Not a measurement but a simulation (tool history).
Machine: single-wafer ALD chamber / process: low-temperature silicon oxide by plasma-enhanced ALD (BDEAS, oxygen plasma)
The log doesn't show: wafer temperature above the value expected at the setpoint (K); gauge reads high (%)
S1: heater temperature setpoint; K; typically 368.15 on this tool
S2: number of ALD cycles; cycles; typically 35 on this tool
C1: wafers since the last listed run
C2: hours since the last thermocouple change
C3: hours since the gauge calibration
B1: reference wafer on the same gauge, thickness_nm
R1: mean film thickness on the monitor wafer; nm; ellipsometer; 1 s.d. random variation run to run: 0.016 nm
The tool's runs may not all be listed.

run    hour      S1  S2    C1      C2      C3     B1     R1
  1       0  365.15  35     0  1926.7   553.7  5.165  5.074
  2    72.6  368.15  38   518  1999.3   626.3  5.154  5.465
  3   195.6  376.15  33   877  2122.3   749.3  5.156  4.624
  4   271.6  368.15  35   542  2198.3   825.3  5.157  5.091
  5   317.1  368.15  35   324  2243.8   870.8  5.163  5.025
  6     358  368.15  37   291  2284.7   911.7  5.162  5.354
  7   447.1  368.15  37   635  2373.8  1000.8  5.168  5.347
  8   526.9  377.15  35   569  2453.6  1080.6  5.162   4.94
  9   599.9  377.15  35   521  2526.6  1153.6  5.159  4.951
      613.3  -- thermocouple changed; heater temperature recalibrated
 10   798.7  364.15  37  1361   185.4  1352.4  5.163  5.309
 11   849.5  362.15  35   362   236.2  1403.2  5.166  5.047
 12   951.8  368.15  35   730   338.5  1505.5  5.165  4.935
 13  1001.9  374.15  35   357   388.6  1555.6  5.165  4.888
 14  1096.8  356.15  35   677   483.5  1650.5  5.153  5.166
 15  1200.5  379.15  41   740   587.2  1754.2  5.162  5.665
 16  1258.4  368.15  39   413   645.1  1812.1  5.158  5.541
 17    1340  359.15  31   582   726.7  1893.7  5.159   4.53
       1348  -- gauge calibrated
 18  1407.5  379.15  31   481   794.2    59.5  5.161  4.294
 19  1474.1  368.15  29   475   860.8   126.1  5.157  4.127
 20  1567.6  368.15  40   667   954.3   219.6  5.166  5.702
 21  1619.2  373.15  41   368  1005.9   271.2  5.169  5.752
 22  1705.6  374.15  35   616  1092.3   357.6  5.157  4.898
 23  1766.6  374.15  35   435  1153.3   418.6  5.157  4.886
 24  1868.1  368.15  40   724  1254.8   520.1  5.157  5.691
 25  1947.7  377.15  42   568  1334.4   599.7  5.162  5.848

Here are 3 independent what-if runs from the current tool condition. What would each one return?
  A  1948.2  368.15  35   3  1334.9  600.2   ?   ?
  B  1948.2  355.15  41   3  1334.9  600.2   ?   ?
  C  1948.2  353.15  29   3  1334.9  600.2   ?   ?

run     B1     R1
  A  5.162   5.01
  B  5.162  6.105
  C  5.162  4.344
With no hidden state in the tool, these same runs would have given:
run     R1
  A  4.981
  B  6.071
  C   4.32
